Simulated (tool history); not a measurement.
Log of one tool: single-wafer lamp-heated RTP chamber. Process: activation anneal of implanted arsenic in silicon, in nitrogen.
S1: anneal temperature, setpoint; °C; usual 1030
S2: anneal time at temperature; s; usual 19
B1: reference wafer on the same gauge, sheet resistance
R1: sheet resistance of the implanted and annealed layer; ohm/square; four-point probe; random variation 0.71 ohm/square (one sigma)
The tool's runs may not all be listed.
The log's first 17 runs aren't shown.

| run | day | S1 | S2 | B1 | R1 |
|---|---|---|---|---|---|
| 18 | 18.817 | 1030 | 19 | 132.08 | 117.04 |
| 19 | 20.075 | 1042 | 16 | 132.06 | 115.79 |
|  | 21.679 | reflector plate cleaned |
| 20 | 21.700 | 1009 | 16 | 131.89 | 132.16 |
| 21 | 22.171 | 1059 | 16 | 131.84 | 107.79 |
| 22 | 23.433 | 1030 | 19 | 132.01 | 116.52 |
| 23 | 24.446 | 1053 | 25 | 131.98 | 102.33 |
| 24 | 25.533 | 1030 | 22 | 132.05 | 112.93 |
| 25 | 28.762 | 1012 | 27 | 132.05 | 117.58 |
| 26 | 29.754 | 1044 | 14 | 132.03 | 114.63 |
| 27 | 30.362 | 1008 | 9 | 132.19 | 142.51 |
| 28 | 31.596 | 1030 | 19 | 131.85 | 115.45 |
| 29 | 32.762 | 1012 | 8 | 131.82 | 143.90 |
| 30 | 33.862 | 1052 | 27 | 131.95 | 102.01 |
| 31 | 35.242 | 1030 | 26 | 132.01 | 110.05 |

Forecast each of these 3 alternatives for the next run:
| A | 35.258 | 1019 | 19 | ? | ? |
| B | 35.258 | 1012 | 28 | ? | ? |
| C | 35.258 | 1003 | 15 | ? | ? |

| run | B1 | R1 |
|---|---|---|
| A | 131.92 | 122.14 |
| B | 131.92 | 117.78 |
| C | 131.92 | 137.51 |
Without the tool's hidden state the same runs would have given:
| run | R1 |
|---|---|
| A | 125.93 |
| B | 121.63 |
| C | 142.01 |
